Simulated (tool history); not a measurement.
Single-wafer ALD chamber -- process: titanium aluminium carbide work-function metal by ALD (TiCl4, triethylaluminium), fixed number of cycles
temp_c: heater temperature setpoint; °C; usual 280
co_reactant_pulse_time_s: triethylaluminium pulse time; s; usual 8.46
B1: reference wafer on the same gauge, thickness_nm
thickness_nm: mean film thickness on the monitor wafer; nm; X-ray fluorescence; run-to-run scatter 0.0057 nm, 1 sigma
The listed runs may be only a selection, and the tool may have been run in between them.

Run 1, hour 0: usual settings but temp_c 270 °C; B1 1.721. Result: thickness_nm 1.675 nm.
Run 2, hour 21.4: usual settings but temp_c 270 °C; B1 1.719. Result: thickness_nm 1.664 nm.
Run 3, hour 53.1: usual settings but temp_c 272 °C, co_reactant_pulse_time_s 7.12 s; B1 1.72. Result: thickness_nm 1.625 nm.
Run 4, hour 79.2: usual settings but temp_c 284 °C, co_reactant_pulse_time_s 7.52 s; B1 1.718. Result: thickness_nm 1.792 nm.
Run 5, hour 112.8: usual settings but temp_c 284 °C, co_reactant_pulse_time_s 7.52 s; B1 1.72. Result: thickness_nm 1.787 nm.
Run 6, hour 143.8: usual settings but temp_c 284 °C, co_reactant_pulse_time_s 7.52 s; B1 1.719. Result: thickness_nm 1.795 nm.
Run 7, hour 163.4: usual settings; B1 1.719. Result: thickness_nm 1.784 nm.
Run 8, hour 181.1: usual settings but co_reactant_pulse_time_s 9.9 s; B1 1.72. Result: thickness_nm 1.826 nm.
Run 9, hour 284.9: usual settings but temp_c 265 °C, co_reactant_pulse_time_s 5.68 s; B1 1.719. Result: thickness_nm 1.566 nm.
Run 10, hour 317.2: usual settings but temp_c 276 °C, co_reactant_pulse_time_s 11.06 s; B1 1.72. Result: thickness_nm 1.811 nm.
Run 11, hour 337.9: usual settings but temp_c 267 °C, co_reactant_pulse_time_s 6.98 s; B1 1.72. Result: thickness_nm 1.635 nm.
Run 12, hour 353: usual settings but temp_c 272 °C; B1 1.72. Result: thickness_nm 1.734 nm.
Run 13, hour 377.3: usual settings but temp_c 269 °C, co_reactant_pulse_time_s 7.55 s; B1 1.721. Result: thickness_nm 1.673 nm.
Run 14, hour 389.4: usual settings but temp_c 294 °C; B1 1.72. Result: thickness_nm 1.88 nm.
Run 15, hour 427.2: usual settings but temp_c 291 °C; B1 1.72. Result: thickness_nm 1.878 nm.
Run 16, hour 450.1: usual settings but temp_c 266 °C, co_reactant_pulse_time_s 7.16 s; B1 1.719. Result: thickness_nm 1.634 nm.
Run 17, hour 474.6: usual settings; B1 1.721. Result: thickness_nm 1.782 nm.
Run 18, hour 506.1: usual settings but temp_c 275 °C, co_reactant_pulse_time_s 10.17 s; B1 1.719. Result: thickness_nm 1.777 nm.
Run 19, hour 523.3: usual settings; B1 1.719. Result: thickness_nm 1.775 nm.
Run 20, hour 537.4: usual settings but temp_c 272 °C; B1 1.721. Result: thickness_nm 1.704 nm.
Run 21, hour 570.7: usual settings but temp_c 284 °C, co_reactant_pulse_time_s 9.86 s; B1 1.721. Result: thickness_nm 1.843 nm.
Run 22, hour 592.3: usual settings but co_reactant_pulse_time_s 6.15 s; B1 1.72. Result: thickness_nm 1.669 nm.
Run 23, hour 615.8: usual settings; B1 1.721. Result: thickness_nm 1.769 nm.
Run 24, hour 640.4: usual settings; B1 1.72. Result: thickness_nm 1.757 nm.
Run 25, hour 662: usual settings but temp_c 271 °C, co_reactant_pulse_time_s 11.22 s; B1 1.719. Result: thickness_nm 1.758 nm.
Run 26, hour 689.3: usual settings but temp_c 270 °C, co_reactant_pulse_time_s 5.08 s; B1 1.719. Result: thickness_nm 1.518 nm.
Run 27, hour 721.9: usual settings but temp_c 289 °C, co_reactant_pulse_time_s 6.98 s; B1 1.719. Result: thickness_nm 1.751 nm.
Run 28, hour 741.9: usual settings but temp_c 284 °C; B1 1.72. Result: thickness_nm 1.785 nm.
Run 29, hour 770.2: usual settings; B1 1.72. Result: thickness_nm 1.765 nm.
Run 30, hour 791.2: usual settings; B1 1.721. Result: thickness_nm 1.747 nm.
Run 31, hour 824.4: usual settings but temp_c 290 °C; B1 1.72. Result: thickness_nm 1.86 nm.
Run 32, hour 851.2: usual settings; B1 1.719. Result: thickness_nm 1.795 nm.
Run 33, hour 930.2: usual settings but temp_c 287 °C, co_reactant_pulse_time_s 11.62 s; B1 1.72. Result: thickness_nm 1.904 nm.

Withheld: 5 entries from between the runs. Position of each, and hidden state at the listed run before versus the listed run after:
Logged between run 2 and run 3: showerhead replaced (hour 33.5)
  triethylaluminium dose above that of a fresh bottle (%): -17.7 -> -19.1
  measured value less the no-hidden-state value, thickness_nm: -0.051 -> -0.07 nm
Logged between run 3 and run 4: gauge calibrated (hour 57.6); triethylaluminium bottle replaced (hour 76.5)
  triethylaluminium dose above that of a fresh bottle (%): -19.1 -> -0.271
  measured value less the no-hidden-state value, thickness_nm: -0.07 -> -0.001 nm
Logged between run 14 and run 15: thermocouple changed; heater temperature recalibrated (hour 426.7)
  triethylaluminium dose above that of a fresh bottle (%): -3.12 -> -3.85
  measured value less the no-hidden-state value, thickness_nm: -0.009 -> -0.01 nm
Logged between run 30 and run 31: triethylaluminium bottle replaced (hour 807.1)
  triethylaluminium dose above that of a fresh bottle (%): -15.1 -> -1.15
  measured value less the no-hidden-state value, thickness_nm: -0.044 -> -0.003 nm
